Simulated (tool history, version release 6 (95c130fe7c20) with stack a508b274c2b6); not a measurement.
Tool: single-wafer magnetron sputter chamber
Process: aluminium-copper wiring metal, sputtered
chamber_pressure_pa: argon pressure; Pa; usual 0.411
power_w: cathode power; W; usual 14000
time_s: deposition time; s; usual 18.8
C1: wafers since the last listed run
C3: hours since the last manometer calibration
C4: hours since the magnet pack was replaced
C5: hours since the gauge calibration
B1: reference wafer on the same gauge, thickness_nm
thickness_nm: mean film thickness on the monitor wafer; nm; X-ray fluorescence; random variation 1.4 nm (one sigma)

Run 1, hour 0.0: usual settings; C1 0; wafers on the sputter target 1379; C3 2384.0; C4 9232.2; C5 170.3; B1 443.071. Result: thickness_nm 479.040 nm.
Run 2, hour 20.9: usual settings; C1 349; wafers on the sputter target 1729; C3 2404.9; C4 9253.1; C5 191.2; B1 442.962. Result: thickness_nm 478.386 nm.
Run 3, hour 42.0: usual settings but power_w 12600 W; C1 353; wafers on the sputter target 2082; C3 2426.0; C4 9274.2; C5 212.3; B1 443.549. Result: thickness_nm 442.574 nm.
Run 4, hour 70.4: usual settings but power_w 12600 W; C1 475; wafers on the sputter target 2557; C3 2454.4; C4 9302.6; C5 240.7; B1 443.112. Result: thickness_nm 441.980 nm.
Run 5, hour 82.7: usual settings; C1 205; wafers on the sputter target 2763; C3 2466.7; C4 9314.9; C5 253.0; B1 443.077. Result: thickness_nm 477.283 nm.
Run 6, hour 102.5: usual settings; C1 331; wafers on the sputter target 3094; C3 2486.5; C4 9334.7; C5 272.8; B1 443.008. Result: thickness_nm 476.205 nm.
Run 7, hour 167.2: usual settings; C1 1082; wafers on the sputter target 4177; C3 2551.2; C4 9399.4; C5 337.5; B1 442.948. Result: thickness_nm 473.643 nm.
Run 8, hour 187.1: usual settings; C1 333; wafers on the sputter target 4510; C3 2571.1; C4 9419.3; C5 357.4; B1 442.720. Result: thickness_nm 474.507 nm.
At hour 211.2: sputter target and shields replaced.
Run 9, hour 211.7: usual settings; C1 277; wafers on the sputter target 7; C3 2595.7; C4 9443.9; C5 382.0; B1 443.150. Result: thickness_nm 488.700 nm.
Run 10, hour 228.4: usual settings; C1 279; wafers on the sputter target 287; C3 2612.4; C4 9460.6; C5 398.7; B1 442.851. Result: thickness_nm 485.150 nm.
Run 11, hour 247.6: usual settings; C1 321; wafers on the sputter target 608; C3 2631.6; C4 9479.8; C5 417.9; B1 443.029. Result: thickness_nm 480.993 nm.
Run 12, hour 278.2: usual settings; C1 512; wafers on the sputter target 1120; C3 2662.2; C4 9510.4; C5 448.5; B1 442.388. Result: thickness_nm 479.079 nm.
Run 13, hour 311.9: usual settings; C1 563; wafers on the sputter target 1684; C3 2695.9; C4 9544.1; C5 482.2; B1 443.266. Result: thickness_nm 478.193 nm.
At hour 316.7: gauge calibrated.
Run 14, hour 339.1: usual settings; C1 455; wafers on the sputter target 2139; C3 2723.1; C4 9571.3; C5 22.4; B1 443.542. Result: thickness_nm 476.782 nm.
Run 15, hour 373.0: usual settings; C1 567; wafers on the sputter target 2707; C3 2757.0; C4 9605.2; C5 56.3; B1 443.526. Result: thickness_nm 478.504 nm.
Run 16, hour 399.4: usual settings; C1 441; wafers on the sputter target 3148; C3 2783.4; C4 9631.6; C5 82.7; B1 442.609. Result: thickness_nm 475.117 nm.
Run 17, hour 424.4: usual settings; C1 418; wafers on the sputter target 3567; C3 2808.4; C4 9656.6; C5 107.7; B1 443.115. Result: thickness_nm 473.884 nm.
Run 18, hour 459.9: usual settings but chamber_pressure_pa 0.329 Pa, time_s 19.9 s; C1 594; wafers on the sputter target 4161; C3 2843.9; C4 9692.1; C5 143.2; B1 443.489. Result: thickness_nm 524.373 nm.
Run 19, hour 491.5: usual settings; C1 528; wafers on the sputter target 4690; C3 2875.5; C4 9723.7; C5 174.8; B1 443.040. Result: thickness_nm 474.166 nm.

Forecast run 20:
At hour 505.3: sputter target and shields replaced.
Run 20, hour 516.6: usual settings but power_w 11250 W; C1 286; wafers on the sputter target 189; C3 2900.6; C4 9748.8; C5 199.9; B1 ?. Result: thickness_nm ?.

{"run 20": {"B1": 443.111, "thickness_nm": 424.565}}
Without the tool's hidden state the same run would have given thickness_nm 411.373 nm.
